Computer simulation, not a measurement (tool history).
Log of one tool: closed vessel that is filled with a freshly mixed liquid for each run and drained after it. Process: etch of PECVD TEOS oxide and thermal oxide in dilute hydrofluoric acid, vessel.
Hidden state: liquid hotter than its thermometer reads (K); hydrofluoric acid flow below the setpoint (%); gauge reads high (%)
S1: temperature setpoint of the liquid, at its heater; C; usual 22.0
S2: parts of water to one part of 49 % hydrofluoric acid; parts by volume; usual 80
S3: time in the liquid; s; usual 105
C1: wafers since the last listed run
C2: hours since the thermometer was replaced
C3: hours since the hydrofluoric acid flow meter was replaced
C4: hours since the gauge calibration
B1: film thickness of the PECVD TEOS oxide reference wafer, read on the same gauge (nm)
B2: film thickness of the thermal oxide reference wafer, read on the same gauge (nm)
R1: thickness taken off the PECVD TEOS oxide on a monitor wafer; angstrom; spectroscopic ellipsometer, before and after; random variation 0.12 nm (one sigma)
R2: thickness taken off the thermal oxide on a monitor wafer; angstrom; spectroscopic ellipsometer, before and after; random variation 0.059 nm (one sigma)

run    hour    S1   S2   S3    C1      C2      C3      C4      B1      B2     R1     R2
  1     0.0  22.0   80  105     0    25.3   852.2   782.5  120.00  110.02  356.1   63.9
  2    54.8  22.0   80  105  6400    80.1   907.0   837.3  120.03  109.97  356.7   64.4
  3   116.4  22.0   80  105  7195   141.7   968.6   898.9  120.05  110.00  354.8   64.3
  4   175.4  22.0   80  105  6891   200.7  1027.6   957.9  119.98  110.01  356.1   62.4
  5   210.3  22.0  105  105  4076   235.6  1062.5   992.8  120.04  110.02  264.7   47.0
  6   265.0  22.0  105  105  6389   290.3  1117.2  1047.5  120.00  110.03  262.4   47.6
      304.4  -- hydrofluoric acid flow meter replaced
  7   307.4  22.0   80  105  4835   332.7     3.0  1089.9  120.00  109.99  348.2   62.7
  8   333.0  25.5  105   75  2990   358.3    28.6  1115.5  119.97  109.98  211.9   37.8
  9   394.2  22.0   80  105  7148   419.5    89.8  1176.7  119.96  110.00  351.0   62.3
 10   448.4  22.0   80  105  6330   473.7   144.0  1230.9  120.02  109.98  349.1   62.4
 11   488.7  22.0   80  105  4707   514.0   184.3  1271.2  119.97  109.98  346.6   62.5
 12   513.5  22.0   45  105  2896   538.8   209.1  1296.0  120.03  109.99  651.3  116.9
      557.2  -- hydrofluoric acid flow meter replaced, repeated, since the last time left the tool worse
 13   562.1  22.0   50  105  5559   587.4     4.9  1344.6  120.06  109.99  606.0  109.2
 14   599.8  19.0  110  135  4403   625.1    42.6  1382.3  119.98  110.02  291.8   52.2
 15   630.7  22.0   80  105  3609   656.0    73.5  1413.2  120.01  110.01  366.5   66.0
 16   698.7  22.0  120  105  7942   724.0   141.5  1481.2  120.01  110.04  231.1   41.6
      707.6  -- gauge calibrated
 17   743.8  24.5   45  105  5267   769.1   186.6    36.2  120.01  110.00  751.8  135.7
 18   786.3  26.0   80  105  4964   811.6   229.1    78.7  120.03  109.98  427.6   76.1
 19   856.7  22.0   80  105  8222   882.0   299.5   149.1  120.03  109.97  362.8   64.4
 20   891.6  22.0   95  105  4076   916.9   334.4   184.0  120.00  110.02  299.1   53.6
 21   932.7  17.0   60  125  4800   958.0   375.5   225.1  119.99  109.98  475.3   84.6
 22  1003.2  19.0   80   80  8234  1028.5   446.0   295.6  120.00  109.99  244.0   43.4
 23  1039.2  22.0   80  105  4204  1064.5   482.0   331.6  120.00  110.00  360.8   63.6
 24  1073.5  22.0   80  105  4006  1098.8   516.3   365.9  120.01  110.00  359.5   65.4
 25  1139.4  17.5   50  105  7697  1164.7   582.2   431.8  120.06  109.98  494.7   87.6
 26  1194.0  20.5   55   85  6377  1219.3   636.8   486.4  120.00  109.98  410.6   73.0
 27  1256.9  20.0  120   60  7346  1282.2   699.7   549.3  119.95  110.02  121.0   21.6

How the hidden state differs across the entries between the runs, from the last listed run before each to the first after it:
Between runs 6 and 7: hydrofluoric acid flow meter replaced (hour 304.4)
  hydrofluoric acid flow below the setpoint (%): 2.31 -> 4.03
  measured less the result without the state, R1: -7.0 -> -16.1 angstrom; R2: -1.2 -> -2.9 angstrom
Between runs 12 and 13: hydrofluoric acid flow meter replaced, repeated, since the last time left the tool worse (hour 557.2)
  hydrofluoric acid flow below the setpoint (%): 4.44 -> 0.122
  measured less the result without the state, R1: -32.0 -> -0.8 angstrom; R2: -5.7 -> -0.2 angstrom
Between runs 16 and 17: gauge calibrated (hour 707.6)
  hydrofluoric acid flow below the setpoint (%): 0.399 -> 0.49
  measured less the result without the state, R1: -1.0 -> -3.9 angstrom; R2: -0.2 -> -0.7 angstrom
